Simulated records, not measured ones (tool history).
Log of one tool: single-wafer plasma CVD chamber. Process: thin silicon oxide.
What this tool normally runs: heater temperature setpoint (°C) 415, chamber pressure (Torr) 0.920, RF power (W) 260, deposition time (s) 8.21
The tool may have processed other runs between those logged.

| run | hour | heater temperature setpoint (°C) | chamber pressure (Torr) | RF power (W) | deposition time (s) | read-back reference wafer on the same gauge, thickness_nm | mean film thickness on the monitor wafer (angstrom) |
|---|---|---|---|---|---|---|---|
| 1 | 0.0 | 415 | 0.920 | 260 | 8.21 | 14.308 | 155.54 |
| 2 | 63.9 | 415 | 0.920 | 260 | 8.21 | 14.326 | 155.65 |
| 3 | 127.2 | 415 | 0.920 | 260 | 8.21 | 14.326 | 154.88 |
| 4 | 173.7 | 415 | 0.920 | 260 | 8.21 | 14.363 | 155.68 |
| 5 | 262.5 | 415 | 0.920 | 225 | 8.21 | 14.360 | 145.83 |
| 6 | 358.5 | 415 | 0.920 | 225 | 8.21 | 14.381 | 145.61 |
| 7 | 450.1 | 415 | 0.985 | 260 | 8.21 | 14.388 | 165.75 |
| 8 | 558.0 | 415 | 0.920 | 260 | 8.21 | 14.386 | 155.71 |
| 9 | 642.9 | 415 | 0.920 | 260 | 8.21 | 14.414 | 156.14 |
| 10 | 694.0 | 403 | 1.129 | 210 | 8.21 | 14.417 | 169.62 |
| 11 | 760.5 | 415 | 0.920 | 260 | 8.21 | 14.399 | 155.64 |
| 12 | 809.5 | 415 | 0.854 | 285 | 8.21 | 14.406 | 150.77 |
|  | 825.3 | gauge calibrated |
| 13 | 878.2 | 402 | 0.920 | 285 | 8.21 | 14.090 | 160.01 |
| 14 | 969.3 | 421 | 0.920 | 225 | 8.95 | 14.152 | 156.19 |
| 15 | 1205.0 | 415 | 0.920 | 260 | 8.21 | 14.274 | 154.81 |
| 16 | 1307.8 | 423 | 0.920 | 210 | 8.21 | 14.312 | 140.46 |
|  | 1316.4 | showerhead replaced |
| 17 | 1408.2 | 415 | 0.920 | 260 | 8.21 | 14.333 | 155.35 |
|  | 1435.8 | RF generator calibrated |
| 18 | 1461.7 | 404 | 0.752 | 305 | 9.11 | 14.339 | 149.41 |
| 19 | 1539.5 | 411 | 0.920 | 260 | 8.21 | 14.362 | 155.96 |
|  | 1563.0 | thermocouple changed; heater temperature recalibrated |
| 20 | 1589.2 | 421 | 0.920 | 225 | 8.95 | 14.349 | 158.60 |
|  | 1638.8 | capacitance manometer re-zeroed and calibrated |
| 21 | 1661.7 | 415 | 0.920 | 240 | 7.73 | 14.389 | 141.11 |
| 22 | 1757.9 | 415 | 1.007 | 305 | 8.21 | 14.392 | 180.38 |
| 23 | 1851.2 | 415 | 0.920 | 260 | 7.61 | 14.393 | 144.68 |
| 24 | 1917.5 | 415 | 0.920 | 260 | 7.56 | 14.413 | 143.71 |
| 25 | 2024.0 | 429 | 0.920 | 260 | 8.21 | 14.401 | 153.80 |
| 26 | 2126.4 | 423 | 0.920 | 210 | 8.21 | 14.408 | 140.75 |
| 27 | 2182.3 | 415 | 0.862 | 260 | 8.21 | 14.422 | 145.85 |
| 28 | 2239.9 | 415 | 0.920 | 260 | 8.21 | 14.436 | 155.92 |

Exercise: give the hidden state of the tool at every run:
wafer temperature above the value expected at the setpoint (K): 0 in every run
delivered RF power above the setpoint (%): 0 in every run
true pressure above the setpoint (%): 0 in every run
H1: gauge reads high (%)
| run | H1 |
|---|---|
| 1 | 1.52 |
| 2 | 1.63 |
| 3 | 1.72 |
| 4 | 1.78 |
| 5 | 1.88 |
| 6 | 1.97 |
| 7 | 2.05 |
| 8 | 2.12 |
| 9 | 2.16 |
| 10 | 2.19 |
| 11 | 2.22 |
| 12 | 2.24 |
| 13 | 0.000809 |
| 14 | 0.409 |
| 15 | 1.18 |
| 16 | 1.42 |
| 17 | 1.61 |
| 18 | 1.7 |
| 19 | 1.81 |
| 20 | 1.87 |
| 21 | 1.95 |
| 22 | 2.04 |
| 23 | 2.12 |
| 24 | 2.16 |
| 25 | 2.22 |
| 26 | 2.27 |
| 27 | 2.29 |
| 28 | 2.31 |

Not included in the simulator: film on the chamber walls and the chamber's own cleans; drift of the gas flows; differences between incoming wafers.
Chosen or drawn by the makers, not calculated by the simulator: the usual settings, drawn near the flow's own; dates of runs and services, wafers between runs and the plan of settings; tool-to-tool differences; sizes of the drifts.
